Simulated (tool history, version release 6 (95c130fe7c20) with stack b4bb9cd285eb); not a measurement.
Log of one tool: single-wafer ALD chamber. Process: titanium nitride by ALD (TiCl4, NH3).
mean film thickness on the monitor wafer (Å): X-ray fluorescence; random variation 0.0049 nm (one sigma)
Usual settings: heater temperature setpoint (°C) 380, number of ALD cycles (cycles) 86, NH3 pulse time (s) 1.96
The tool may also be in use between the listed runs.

run   hour  heater temperature setpoint (°C)  number of ALD cycles (cycles)  NH3 pulse time (s)  wafers since the last listed run  hours since the last thermocouple change  hours since the showerhead was replaced  hours since the gauge calibration  read-back reference wafer on the same gauge, thickness_nm  mean film thickness on the monitor wafer (Å)
  1      0                               380                             86                1.96                                 0                                    2431.6                                   5586.4                               43.5                                                      2.023                                         19.69
  2   50.2                               380                             86                1.96                               133                                    2481.8                                   5636.6                               93.7                                                       2.02                                         19.59
  3  114.6                               380                             86                1.96                               170                                    2546.2                                     5701                              158.1                                                       2.01                                         19.52
  4  161.4                               380                             86                1.96                               124                                      2593                                   5747.8                              204.9                                                      2.008                                         19.48
  5  211.2                               380                             86                1.96                               132                                    2642.8                                   5797.6                              254.7                                                      2.005                                         19.39
  6  282.3                               380                             86                1.44                               188                                    2713.9                                   5868.7                              325.8                                                      1.998                                         19.21
  7  338.7                               380                             86                1.44                               149                                    2770.3                                   5925.1                              382.2                                                      1.993                                         19.14
     369.7  -- gauge calibrated
  8  399.3                               380                             86                1.61                               160                                    2830.9                                   5985.7                               29.6                                                       2.03                                         19.67
     417.8  -- showerhead replaced
  9  445.8                               380                             86                2.39                               102                                    2877.4                                       28                               76.1                                                      2.025                                         19.87
 10  510.9                               391                             93                1.38                               172                                    2942.5                                     93.1                              141.2                                                      2.021                                         21.16
     520.6  -- thermocouple changed; heater temperature recalibrated
 11  570.8                               380                             86                1.22                               137                                      50.2                                      153                              201.1                                                      2.016                                         19.19
 12  634.1                               369                             78                1.96                               167                                     113.5                                    216.3                              264.4                                                      2.011                                         17.41
 13  670.6                               380                             86                1.96                                96                                       150                                    252.8                              300.9                                                      2.009                                         19.46
 14  694.8                               380                             86                1.44                                64                                     174.2                                      277                              325.1                                                      2.004                                         19.21

Forecast each of these 5 alternatives for the next run:
  A  695.4                               393                             86                1.96                                 1                                     174.8                                    277.6                              325.7                                                          ?                                             ?
  B  695.4                               380                             86                1.75                                 1                                     174.8                                    277.6                              325.7                                                          ?                                             ?
  C  695.4                               366                             96                2.56                                 1                                     174.8                                    277.6                              325.7                                                          ?                                             ?
  D  695.4                               388                             78                1.43                                 1                                     174.8                                    277.6                              325.7                                                          ?                                             ?
  E  695.4                               392                            100                1.55                                 1                                     174.8                                    277.6                              325.7                                                          ?                                             ?

run  read-back reference wafer on the same gauge, thickness_nm  mean film thickness on the monitor wafer (Å)
  A                                                      2.006                                         19.67
  B                                                      2.006                                         19.33
  C                                                      2.006                                         21.47
  D                                                      2.006                                         17.56
  E                                                      2.006                                         22.68
Without the tool's hidden state the same runs would have given:
run  mean film thickness on the monitor wafer (Å)
  A                                         19.91
  B                                         19.57
  C                                         21.73
  D                                         17.78
  E                                         22.96

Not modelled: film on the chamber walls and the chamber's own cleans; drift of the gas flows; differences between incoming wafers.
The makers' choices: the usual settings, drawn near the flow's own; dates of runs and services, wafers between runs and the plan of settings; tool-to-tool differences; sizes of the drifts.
